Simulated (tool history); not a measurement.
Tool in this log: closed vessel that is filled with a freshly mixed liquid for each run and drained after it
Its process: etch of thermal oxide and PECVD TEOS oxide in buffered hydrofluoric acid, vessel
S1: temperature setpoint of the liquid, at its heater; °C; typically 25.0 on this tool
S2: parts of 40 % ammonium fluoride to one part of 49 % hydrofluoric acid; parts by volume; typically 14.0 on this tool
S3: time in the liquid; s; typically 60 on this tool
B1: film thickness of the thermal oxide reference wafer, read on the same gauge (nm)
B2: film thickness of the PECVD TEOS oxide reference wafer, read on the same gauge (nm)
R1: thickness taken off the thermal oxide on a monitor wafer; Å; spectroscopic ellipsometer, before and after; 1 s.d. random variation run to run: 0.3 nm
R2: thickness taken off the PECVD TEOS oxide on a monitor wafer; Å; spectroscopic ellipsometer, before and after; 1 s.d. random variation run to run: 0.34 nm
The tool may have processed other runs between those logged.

run	day	S1	S2	S3	B1	B2	R1	R2
1	0.000	25.0	14.0	60	49.98	129.99	469.4	1000.5
# day 1.700: gauge calibrated
# day 2.925: hydrofluoric acid flow meter replaced
2	3.346	25.0	14.0	60	50.01	129.99	476.7	998.2
3	4.317	25.0	14.0	60	50.00	129.98	479.2	995.1
4	5.146	25.0	14.0	80	50.02	129.97	631.0	1333.4
5	5.854	25.0	12.5	45	49.99	130.00	395.7	840.2
6	6.625	23.5	14.0	70	50.02	130.02	502.5	1071.6
7	7.983	23.0	17.0	30	50.00	129.96	174.6	369.3
8	9.333	20.5	10.0	60	50.00	129.97	508.9	1092.9
9	10.312	29.5	9.0	30	50.01	130.05	448.4	943.7
10	11.796	25.0	14.0	45	50.01	129.97	350.9	751.5
11	12.900	25.0	17.0	60	50.02	129.95	392.2	821.4
12	14.321	27.0	14.0	95	50.01	130.00	830.2	1767.9
13	15.554	25.0	14.0	60	49.99	129.99	478.0	998.5
14	16.396	23.5	14.0	80	50.01	130.03	581.2	1231.2
15	17.150	27.0	14.0	60	49.98	130.00	531.3	1117.4
16	18.096	25.0	14.0	60	50.01	130.02	474.5	1002.7
17	19.321	25.0	14.0	60	50.01	129.98	473.2	1002.1
18	20.592	25.0	14.0	60	50.03	130.01	471.8	998.7
19	21.429	23.0	11.0	75	49.99	130.01	673.4	1416.9
20	22.075	20.5	14.0	50	49.99	129.98	305.9	648.9
21	22.892	25.0	14.0	30	50.00	129.98	236.3	498.5
22	23.883	25.0	19.5	80	49.99	130.00	458.7	963.3
23	24.758	22.5	16.0	30	49.99	129.96	181.6	382.8
24	25.825	25.0	14.0	35	49.99	130.00	273.5	583.6

Expected results for the next run?
25	27.121	20.0	9.0	45	?	?	?	?

B1: 49.98
B2: 129.99
R1: 400.3 Å
R2: 842.3 Å
If the tool had no hidden condition, the same run with the same run-to-run variation would have returned R1 400.3 Å, R2 842.3 Å.

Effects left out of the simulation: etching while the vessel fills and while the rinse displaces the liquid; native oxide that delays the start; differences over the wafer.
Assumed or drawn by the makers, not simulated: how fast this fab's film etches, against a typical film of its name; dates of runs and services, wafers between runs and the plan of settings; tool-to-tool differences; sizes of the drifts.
